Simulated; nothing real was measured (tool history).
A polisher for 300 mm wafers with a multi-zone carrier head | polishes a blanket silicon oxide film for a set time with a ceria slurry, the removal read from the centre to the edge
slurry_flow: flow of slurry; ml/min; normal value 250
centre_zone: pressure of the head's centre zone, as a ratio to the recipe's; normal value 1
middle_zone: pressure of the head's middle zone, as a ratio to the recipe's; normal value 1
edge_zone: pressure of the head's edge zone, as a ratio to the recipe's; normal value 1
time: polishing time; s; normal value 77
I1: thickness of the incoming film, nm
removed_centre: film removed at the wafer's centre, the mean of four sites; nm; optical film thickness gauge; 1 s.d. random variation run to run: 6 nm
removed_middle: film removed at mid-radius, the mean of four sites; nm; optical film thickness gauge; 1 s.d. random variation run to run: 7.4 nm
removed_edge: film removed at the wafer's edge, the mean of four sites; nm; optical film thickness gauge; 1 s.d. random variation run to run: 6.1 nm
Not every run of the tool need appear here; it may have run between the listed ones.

{"run": 1, "hour": 0.0, "slurry_flow": 250, "centre_zone": 1, "middle_zone": 1, "edge_zone": 0.93, "time": 77, "I1": 1334.2, "removed_centre": 509.5, "removed_middle": 494.7, "removed_edge": 489.1}
{"hour": 28.2, "done": "worn pad replaced by a new one"}
{"run": 2, "hour": 145.4, "slurry_flow": 250, "centre_zone": 1, "middle_zone": 1, "edge_zone": 0.93, "time": 77, "I1": 1329.6, "removed_centre": 497, "removed_middle": 486.1, "removed_edge": 485.4}
{"run": 3, "hour": 208.0, "slurry_flow": 250, "centre_zone": 1, "middle_zone": 1, "edge_zone": 1, "time": 77, "I1": 1345, "removed_centre": 487.6, "removed_middle": 494.6, "removed_edge": 485.9}
{"run": 4, "hour": 238.2, "slurry_flow": 250, "centre_zone": 1, "middle_zone": 1, "edge_zone": 1, "time": 77, "I1": 1343.7, "removed_centre": 488.7, "removed_middle": 477.2, "removed_edge": 495.4}
{"hour": 243.9, "done": "edge zone pressure recalibrated"}
{"hour": 283.7, "done": "worn pad replaced by a new one"}
{"hour": 316.6, "done": "slurry nozzle cleaned"}
{"hour": 404.2, "done": "carrier head's membrane replaced by a new one"}
{"run": 5, "hour": 445.2, "slurry_flow": 250, "centre_zone": 1, "middle_zone": 1, "edge_zone": 1, "time": 77, "I1": 1326.3, "removed_centre": 514.7, "removed_middle": 504.2, "removed_edge": 502.4}
{"run": 6, "hour": 483.5, "slurry_flow": 250, "centre_zone": 1, "middle_zone": 1, "edge_zone": 1, "time": 77, "I1": 1346.2, "removed_centre": 500.1, "removed_middle": 497, "removed_edge": 509.3}
{"run": 7, "hour": 514.0, "slurry_flow": 250, "centre_zone": 1, "middle_zone": 1, "edge_zone": 1, "time": 77, "I1": 1358, "removed_centre": 516, "removed_middle": 504.7, "removed_edge": 504.2}
{"run": 8, "hour": 551.3, "slurry_flow": 250, "centre_zone": 1, "middle_zone": 1, "edge_zone": 1, "time": 77, "I1": 1338.2, "removed_centre": 511.4, "removed_middle": 514.3, "removed_edge": 496.3}
{"hour": 586.9, "done": "worn pad replaced by a new one"}
{"run": 9, "hour": 605.1, "slurry_flow": 250, "centre_zone": 1, "middle_zone": 1, "edge_zone": 1, "time": 77, "I1": 1341.8, "removed_centre": 508.3, "removed_middle": 513.4, "removed_edge": 506.1}
{"hour": 628.8, "done": "edge zone pressure recalibrated"}
{"run": 10, "hour": 636.0, "slurry_flow": 250, "centre_zone": 1, "middle_zone": 1, "edge_zone": 1, "time": 77, "I1": 1362.8, "removed_centre": 513.7, "removed_middle": 495, "removed_edge": 507.3}
{"hour": 649.2, "done": "centre zone pressure recalibrated"}
{"run": 11, "hour": 722.4, "slurry_flow": 250, "centre_zone": 1, "middle_zone": 1, "edge_zone": 1, "time": 77, "I1": 1359.1, "removed_centre": 490.3, "removed_middle": 500, "removed_edge": 503.8}
{"run": 12, "hour": 769.3, "slurry_flow": 315, "centre_zone": 1, "middle_zone": 1, "edge_zone": 0.9, "time": 77, "I1": 1322, "removed_centre": 515.3, "removed_middle": 513.1, "removed_edge": 491}
{"hour": 824.4, "done": "worn pad replaced by a new one"}
{"run": 13, "hour": 833.8, "slurry_flow": 280, "centre_zone": 1.09, "middle_zone": 1, "edge_zone": 1.07, "time": 77, "I1": 1337.9, "removed_centre": 555.1, "removed_middle": 490.4, "removed_edge": 523.2}
{"run": 14, "hour": 861.6, "slurry_flow": 285, "centre_zone": 1, "middle_zone": 1, "edge_zone": 0.96, "time": 97, "I1": 1324, "removed_centre": 632.7, "removed_middle": 625.2, "removed_edge": 617.6}
{"run": 15, "hour": 903.4, "slurry_flow": 195, "centre_zone": 1, "middle_zone": 1, "edge_zone": 0.9, "time": 66, "I1": 1345.8, "removed_centre": 402, "removed_middle": 403.4, "removed_edge": 384.2}
{"hour": 962.0, "done": "slurry nozzle cleaned"}
{"run": 16, "hour": 965.5, "slurry_flow": 250, "centre_zone": 1, "middle_zone": 1, "edge_zone": 1.03, "time": 77, "I1": 1325.4, "removed_centre": 514.5, "removed_middle": 521.6, "removed_edge": 526}
{"run": 17, "hour": 995.7, "slurry_flow": 200, "centre_zone": 0.95, "middle_zone": 1, "edge_zone": 1, "time": 63, "I1": 1363.3, "removed_centre": 391.2, "removed_middle": 418, "removed_edge": 406.6}
{"hour": 1026.3, "done": "edge zone pressure recalibrated"}
{"run": 18, "hour": 1062.9, "slurry_flow": 250, "centre_zone": 1, "middle_zone": 1.09, "edge_zone": 1, "time": 77, "I1": 1325.6, "removed_centre": 503, "removed_middle": 555.4, "removed_edge": 517.7}
{"hour": 1110.5, "done": "worn pad replaced by a new one"}
{"run": 19, "hour": 1112.8, "slurry_flow": 250, "centre_zone": 1, "middle_zone": 0.89, "edge_zone": 1, "time": 77, "I1": 1334.2, "removed_centre": 529.9, "removed_middle": 479, "removed_edge": 509.3}

Run 20 is up next; what results do you expect?
{"run": 20, "hour": 1161.0, "slurry_flow": 250, "centre_zone": 1.05, "middle_zone": 1.06, "edge_zone": 1.07, "time": 58, "I1": 1344.2, "removed_centre": "?", "removed_middle": "?", "removed_edge": "?"}

Run 20 measured removed_centre 409.7 nm, removed_middle 398.4 nm, removed_edge 395.9 nm.
Without the tool's hidden state the same run would have given removed_centre 417.3 nm, removed_middle 405 nm, removed_edge 400.8 nm.
